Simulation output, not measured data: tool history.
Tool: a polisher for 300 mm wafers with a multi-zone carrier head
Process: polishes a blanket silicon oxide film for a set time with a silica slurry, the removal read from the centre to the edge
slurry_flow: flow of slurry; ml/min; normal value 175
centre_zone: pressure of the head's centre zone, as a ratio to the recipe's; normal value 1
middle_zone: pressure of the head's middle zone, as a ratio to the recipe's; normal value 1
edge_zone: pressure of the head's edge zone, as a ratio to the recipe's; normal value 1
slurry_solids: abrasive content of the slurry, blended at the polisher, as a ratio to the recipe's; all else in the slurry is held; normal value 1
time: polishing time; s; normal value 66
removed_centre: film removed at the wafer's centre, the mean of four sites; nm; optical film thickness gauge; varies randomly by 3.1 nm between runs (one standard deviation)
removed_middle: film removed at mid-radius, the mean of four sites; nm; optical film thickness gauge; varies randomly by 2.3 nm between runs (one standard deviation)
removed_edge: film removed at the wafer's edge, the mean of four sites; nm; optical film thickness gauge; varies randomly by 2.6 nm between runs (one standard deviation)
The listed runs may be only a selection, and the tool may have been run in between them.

| run | hour | slurry_flow | centre_zone | middle_zone | edge_zone | slurry_solids | time | wafers since the last listed run | wafers polished on this pad | hours since the slurry nozzle was cleaned | hours since the centre zone pressure was calibrated | hours since the edge zone pressure was calibrated | hours since the carrier head's membrane was replaced | incoming thickness of the incoming film, nm | removed_centre | removed_middle | removed_edge |
|---|---|---|---|---|---|---|---|---|---|---|---|---|---|---|---|---|---|
| 1 | 0 | 175 | 1 | 1 | 1 | 1 | 66 | 0 | 368 | 555.1 | 779.8 | 1085.7 | 1540 | 1679.1 | 289.3 | 281.9 | 281.3 |
| 2 | 17.5 | 175 | 1 | 1 | 1 | 1 | 66 | 107 | 475 | 572.6 | 797.3 | 1103.2 | 1557.5 | 1696.6 | 286.3 | 288 | 283 |
| 3 | 44.6 | 175 | 1 | 1 | 1 | 1 | 66 | 166 | 641 | 599.7 | 824.4 | 1130.3 | 1584.6 | 1657.1 | 288 | 286.2 | 282.5 |
| 4 | 101.1 | 145 | 1 | 1 | 1 | 1 | 71 | 346 | 988 | 656.2 | 880.9 | 1186.8 | 1641.1 | 1652.5 | 302.8 | 290.4 | 290.8 |
| 5 | 120 | 145 | 1 | 1 | 1 | 1 | 71 | 115 | 1104 | 675.1 | 899.8 | 1205.7 | 1660 | 1677.5 | 293.1 | 292.1 | 294.9 |
|  | 137.2 | carrier head's membrane replaced by a new one |
|  | 137.5 | worn pad replaced by a new one |
| 6 | 138.3 | 175 | 1 | 1 | 1.12 | 1 | 66 | 79 | 4 | 693.4 | 918.1 | 1224 | 1.1 | 1657.4 | 292.1 | 279.8 | 298.2 |
| 7 | 171.6 | 175 | 1.12 | 1.06 | 1 | 1 | 66 | 204 | 209 | 726.7 | 951.4 | 1257.3 | 34.4 | 1666.1 | 324.1 | 296.6 | 281.2 |
| 8 | 204.2 | 175 | 1.07 | 1 | 1.05 | 1 | 50 | 199 | 408 | 759.3 | 984 | 1289.9 | 67 | 1695.3 | 233.3 | 214 | 214.5 |
| 9 | 229.6 | 150 | 0.95 | 1 | 1 | 1.1 | 66 | 155 | 564 | 784.7 | 1009.4 | 1315.3 | 92.4 | 1647.7 | 271.5 | 282.1 | 282.9 |
| 10 | 261.1 | 155 | 1 | 0.9 | 1 | 1 | 87 | 193 | 757 | 816.2 | 1040.9 | 1346.8 | 123.9 | 1670.4 | 365.1 | 336.7 | 362.6 |
| 11 | 281.9 | 175 | 1 | 1.06 | 1.07 | 1 | 66 | 127 | 885 | 837 | 1061.7 | 1367.6 | 144.7 | 1637.4 | 284.4 | 296.1 | 289.4 |
| 12 | 309.1 | 175 | 1 | 1 | 1 | 1 | 66 | 166 | 1052 | 864.2 | 1088.9 | 1394.8 | 171.9 | 1693.6 | 282 | 281.6 | 278.4 |
|  | 321.3 | slurry nozzle cleaned |
|  | 333.1 | worn pad replaced by a new one |
| 13 | 333.6 | 175 | 1.12 | 0.93 | 1 | 1.3 | 55 | 119 | 3 | 12.3 | 1113.4 | 1419.3 | 196.4 | 1662.2 | 293 | 245.9 | 255.1 |
| 14 | 345.4 | 215 | 1 | 1.09 | 1 | 1 | 66 | 72 | 75 | 24.1 | 1125.2 | 1431.1 | 208.2 | 1644.3 | 295.3 | 310.6 | 287.7 |
|  | 349 | edge zone pressure recalibrated |
|  | 370.6 | centre zone pressure recalibrated |
| 15 | 377.8 | 175 | 1 | 1 | 1 | 1 | 66 | 174 | 249 | 56.5 | 7.2 | 28.8 | 240.6 | 1667.2 | 281.2 | 279.2 | 287.3 |
| 16 | 412.7 | 175 | 1 | 1 | 1 | 1 | 73 | 214 | 463 | 91.4 | 42.1 | 63.7 | 275.5 | 1662.6 | 312.7 | 314.2 | 311.6 |
| 17 | 437.3 | 210 | 1 | 0.91 | 0.88 | 0.8 | 66 | 150 | 614 | 116 | 66.7 | 88.3 | 300.1 | 1705.5 | 274.3 | 248.8 | 250.8 |
| 18 | 471.8 | 175 | 1 | 1 | 1 | 1 | 66 | 211 | 826 | 150.5 | 101.2 | 122.8 | 334.6 | 1678.2 | 287.2 | 288 | 280 |
| 19 | 484.8 | 175 | 1 | 1 | 1 | 1 | 45 | 79 | 905 | 163.5 | 114.2 | 135.8 | 347.6 | 1651.8 | 193.8 | 191.1 | 191.2 |
| 20 | 504.5 | 175 | 1 | 1 | 1 | 1 | 66 | 120 | 1026 | 183.2 | 133.9 | 155.5 | 367.3 | 1664.4 | 289.5 | 281.7 | 279.8 |
|  | 532.3 | worn pad replaced by a new one |
| 21 | 598.4 | 175 | 1 | 0.9 | 1 | 1 | 72 | 551 | 405 | 277.1 | 227.8 | 249.4 | 461.2 | 1660.8 | 313 | 289.7 | 306.5 |

4 options for the next run, each taken on its own from the tool as it stands now. Forecast them:
| A | 598.8 | 175 | 1 | 1.03 | 1 | 1 | 66 | 2 | 408 | 277.5 | 228.2 | 249.8 | 461.6 | 1663.5 | ? | ? | ? |
| B | 598.8 | 175 | 0.9 | 1 | 1 | 0.75 | 66 | 2 | 408 | 277.5 | 228.2 | 249.8 | 461.6 | 1663.5 | ? | ? | ? |
| C | 598.8 | 155 | 1 | 1 | 0.97 | 1.15 | 66 | 2 | 408 | 277.5 | 228.2 | 249.8 | 461.6 | 1663.5 | ? | ? | ? |
| D | 598.8 | 175 | 1.08 | 0.9 | 1 | 1.1 | 80 | 2 | 408 | 277.5 | 228.2 | 249.8 | 461.6 | 1663.5 | ? | ? | ? |

| run | removed_centre | removed_middle | removed_edge |
|---|---|---|---|
| A | 290.1 | 293.2 | 282.9 |
| B | 234.4 | 258 | 254.4 |
| C | 296.9 | 294.6 | 288.7 |
| D | 392.9 | 333.6 | 355.3 |
Without the tool's unlogged condition, the same runs would have read:
| run | removed_centre | removed_middle | removed_edge |
|---|---|---|---|
| A | 290.1 | 293.2 | 282.9 |
| B | 234.4 | 258 | 254.4 |
| C | 296.9 | 294.6 | 288.7 |
| D | 392.9 | 333.6 | 355.3 |
